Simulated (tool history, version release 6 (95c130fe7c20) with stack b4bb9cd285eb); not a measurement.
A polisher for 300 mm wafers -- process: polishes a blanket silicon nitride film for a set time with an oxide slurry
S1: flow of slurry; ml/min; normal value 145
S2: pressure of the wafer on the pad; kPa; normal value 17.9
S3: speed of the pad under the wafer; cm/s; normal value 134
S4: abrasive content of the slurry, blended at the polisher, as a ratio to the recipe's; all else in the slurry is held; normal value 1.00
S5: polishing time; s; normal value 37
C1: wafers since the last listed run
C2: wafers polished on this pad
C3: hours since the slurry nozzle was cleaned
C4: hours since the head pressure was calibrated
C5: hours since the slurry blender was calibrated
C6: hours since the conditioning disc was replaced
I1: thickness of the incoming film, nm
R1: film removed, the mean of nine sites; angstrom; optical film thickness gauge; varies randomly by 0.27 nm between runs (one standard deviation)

run 1 hour=0.0 | S1=145 S2=17.9 S3=134 S4=1.00 S5=37 | C1=0 C2=666 C3=553.2 C4=743.1 C5=94.9 C6=198.5 | I1=600.0 | R1=167
-- hour=20.0 worn pad replaced by a new one
-- hour=21.5 head pressure recalibrated
run 2 hour=22.0 | S1=145 S2=17.9 S3=134 S4=1.00 S5=37 | C1=228 C2=6 C3=575.2 C4=0.5 C5=116.9 C6=220.5 | I1=607.3 | R1=190
run 3 hour=25.5 | S1=145 S2=17.9 S3=134 S4=0.80 S5=37 | C1=48 C2=55 C3=578.7 C4=4.0 C5=120.4 C6=224.0 | I1=611.4 | R1=181
run 4 hour=40.5 | S1=145 S2=17.9 S3=134 S4=0.80 S5=37 | C1=206 C2=261 C3=593.7 C4=19.0 C5=135.4 C6=239.0 | I1=619.0 | R1=179
run 5 hour=47.1 | S1=145 S2=17.9 S3=134 S4=0.80 S5=37 | C1=90 C2=352 C3=600.3 C4=25.6 C5=142.0 C6=245.6 | I1=609.3 | R1=179
run 6 hour=61.6 | S1=145 S2=17.9 S3=164 S4=1.00 S5=37 | C1=199 C2=552 C3=614.8 C4=40.1 C5=156.5 C6=260.1 | I1=600.8 | R1=215
run 7 hour=70.7 | S1=145 S2=17.9 S3=148 S4=1.00 S5=37 | C1=125 C2=678 C3=623.9 C4=49.2 C5=165.6 C6=269.2 | I1=618.9 | R1=198
run 8 hour=77.0 | S1=145 S2=22.1 S3=134 S4=1.00 S5=37 | C1=86 C2=764 C3=630.2 C4=55.5 C5=171.9 C6=275.5 | I1=610.4 | R1=234
-- hour=83.4 slurry nozzle cleaned
run 9 hour=85.8 | S1=145 S2=17.9 S3=134 S4=1.00 S5=46 | C1=107 C2=872 C3=2.4 C4=64.3 C5=180.7 C6=284.3 | I1=610.2 | R1=265
-- hour=99.8 worn pad replaced by a new one
run 10 hour=102.9 | S1=145 S2=17.9 S3=134 S4=1.25 S5=37 | C1=180 C2=42 C3=19.5 C4=81.4 C5=197.8 C6=301.4 | I1=604.4 | R1=218
run 11 hour=109.8 | S1=145 S2=13.1 S3=110 S4=1.00 S5=43 | C1=95 C2=137 C3=26.4 C4=88.3 C5=204.7 C6=308.3 | I1=617.0 | R1=152
-- hour=122.9 slurry blender recalibrated
run 12 hour=126.1 | S1=145 S2=17.9 S3=134 S4=0.80 S5=37 | C1=197 C2=334 C3=42.7 C4=104.6 C5=3.2 C6=324.6 | I1=609.0 | R1=191
-- hour=135.9 conditioning disc replaced and pad reconditioned
run 13 hour=136.4 | S1=145 S2=21.4 S3=134 S4=0.85 S5=37 | C1=114 C2=449 C3=53.0 C4=114.9 C5=13.5 C6=0.5 | I1=604.4 | R1=232
run 14 hour=146.5 | S1=120 S2=17.9 S3=110 S4=0.75 S5=37 | C1=139 C2=588 C3=63.1 C4=125.0 C5=23.6 C6=10.6 | I1=605.1 | R1=153
run 15 hour=155.8 | S1=145 S2=22.1 S3=116 S4=1.00 S5=37 | C1=128 C2=716 C3=72.4 C4=134.3 C5=32.9 C6=19.9 | I1=610.7 | R1=221

Expected results for the next run?
-- hour=166.4 worn pad replaced by a new one
run 16 hour=166.9 | S1=145 S2=17.9 S3=134 S4=1.25 S5=37 | C1=97 C2=7 C3=83.5 C4=145.4 C5=44.0 C6=31.0 | I1=605.1 | R1=?

R1: 207 angstrom
With no hidden state in the tool, this same run would have given R1 223 angstrom.
